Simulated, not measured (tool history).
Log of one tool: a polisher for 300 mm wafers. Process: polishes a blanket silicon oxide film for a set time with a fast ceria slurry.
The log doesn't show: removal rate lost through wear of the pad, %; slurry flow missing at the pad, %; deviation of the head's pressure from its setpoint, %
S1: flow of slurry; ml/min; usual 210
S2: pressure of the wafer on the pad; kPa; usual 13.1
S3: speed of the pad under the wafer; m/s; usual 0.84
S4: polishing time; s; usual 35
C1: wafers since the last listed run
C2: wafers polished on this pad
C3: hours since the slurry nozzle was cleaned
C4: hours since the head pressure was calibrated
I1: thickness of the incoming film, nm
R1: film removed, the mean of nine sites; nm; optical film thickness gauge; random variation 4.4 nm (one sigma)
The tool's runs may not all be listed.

Run 1, hour 0: usual settings; C1 0; C2 1127; C3 34.2; C4 295; I1 1547.6. Result: R1 342.2 nm.
Run 2, hour 43: usual settings but S1 260 ml/min; C1 513; C2 1641; C3 77.2; C4 338; I1 1517.2. Result: R1 345.7 nm.
Run 3, hour 143.7: usual settings; C1 1203; C2 2845; C3 177.9; C4 438.7; I1 1520.2. Result: R1 326.5 nm.
At hour 223.4: worn pad replaced by a new one.
Run 4, hour 242.1: usual settings; C1 1128; C2 223; C3 276.3; C4 537.1; I1 1516.2. Result: R1 312.8 nm.
Run 5, hour 336.2: usual settings; C1 1124; C2 1348; C3 370.4; C4 631.2; I1 1540.3. Result: R1 295.1 nm.
Run 6, hour 400.2: usual settings; C1 764; C2 2113; C3 434.4; C4 695.2; I1 1536.5. Result: R1 286.7 nm.
At hour 415.3: head pressure recalibrated.
At hour 434.7: slurry nozzle cleaned.
Run 7, hour 445.7: usual settings; C1 507; C2 2621; C3 11; C4 30.4; I1 1528.9. Result: R1 356.7 nm.
Run 8, hour 496.5: usual settings; C1 607; C2 3228; C3 61.8; C4 81.2; I1 1534.3. Result: R1 347.1 nm.
At hour 524.5: worn pad replaced by a new one.
Run 9, hour 536: usual settings; C1 424; C2 137; C3 101.3; C4 120.7; I1 1519.3. Result: R1 336.7 nm.
Run 10, hour 624.5: usual settings; C1 1057; C2 1195; C3 189.8; C4 209.2; I1 1534.4. Result: R1 339.9 nm.
Run 11, hour 711.8: usual settings; C1 1043; C2 2238; C3 277.1; C4 296.5; I1 1503.3. Result: R1 322.3 nm.
Run 12, hour 818.1: usual settings but S2 9.7 kPa; C1 1270; C2 3509; C3 383.4; C4 402.8; I1 1509.9. Result: R1 241.7 nm.
At hour 841.6: slurry nozzle cleaned.
At hour 877.1: worn pad replaced by a new one.
Run 13, hour 932.2: usual settings but S1 135 ml/min, S3 0.74 m/s, S4 44 s; C1 1304; C2 658; C3 90.6; C4 516.9; I1 1539.7. Result: R1 345.9 nm.
Run 14, hour 1002.7: usual settings; C1 842; C2 1501; C3 161.1; C4 587.4; I1 1532.8. Result: R1 309.9 nm.
Run 15, hour 1092.6: usual settings but S1 245 ml/min, S2 17.9 kPa, S3 0.62 m/s; C1 1074; C2 2576; C3 251; C4 677.3; I1 1536.5. Result: R1 329.8 nm.
At hour 1118.6: head pressure recalibrated.
Run 16, hour 1190.4: usual settings; C1 1145; C2 3721; C3 348.8; C4 71.8; I1 1542.8. Result: R1 324.1 nm.
At hour 1208.3: worn pad replaced by a new one.
Run 17, hour 1260.7: usual settings but S4 31 s; C1 792; C2 625; C3 419.1; C4 142.1; I1 1546.8. Result: R1 290.5 nm.
At hour 1270.3: slurry nozzle cleaned.
Run 18, hour 1310.7: usual settings; C1 585; C2 1211; C3 40.4; C4 192.1; I1 1523.8. Result: R1 348.7 nm.
Run 19, hour 1373: usual settings but S1 135 ml/min, S2 14.5 kPa, S3 0.76 m/s, S4 30 s; C1 744; C2 1956; C3 102.7; C4 254.4; I1 1554.1. Result: R1 271.5 nm.
Run 20, hour 1455.3: usual settings but S1 135 ml/min, S3 0.74 m/s, S4 44 s; C1 983; C2 2939; C3 185; C4 336.7; I1 1522.8. Result: R1 354.1 nm.
Run 21, hour 1541.3: usual settings but S1 155 ml/min, S2 15.2 kPa, S3 0.56 m/s, S4 43 s; C1 1027; C2 3967; C3 271; C4 422.7; I1 1531.5. Result: R1 326.8 nm.
At hour 1545.5: worn pad replaced by a new one.
Run 22, hour 1616.8: usual settings but S1 265 ml/min, S2 15.9 kPa, S3 0.72 m/s, S4 46 s; C1 854; C2 851; C3 346.5; C4 498.2; I1 1511. Result: R1 444.1 nm.
Run 23, hour 1665.4: usual settings but S1 245 ml/min, S2 10.3 kPa, S3 0.96 m/s; C1 580; C2 1432; C3 395.1; C4 546.8; I1 1522.6. Result: R1 281.9 nm.

Hidden state or all else? Some run-to-run changes of R1, split into what the settings, what came in and random variation would give without the hidden state, and what is left for the hidden state (with any gauge scatter that isn't in both results):
Run 6 -> 7: head pressure recalibrated, slurry nozzle cleaned. R1 +70 nm: hidden state +59.8, all else +10.2.
Run 15 -> 16: S1 245 -> 210, S2 17.9 -> 13.1, S3 0.62 -> 0.84, head pressure recalibrated. R1 -5.7 nm: hidden state +33.3, all else -39.
Run 21 -> 22: S1 155 -> 265, S2 15.2 -> 15.9, S3 0.56 -> 0.72, S4 43 -> 46, worn pad replaced by a new one. R1 +117.3 nm: hidden state -14.3, all else +131.6.
Run 22 -> 23: S1 265 -> 245, S2 15.9 -> 10.3, S3 0.72 -> 0.96, S4 46 -> 35. R1 -162.2 nm: hidden state +16.1, all else -178.3.
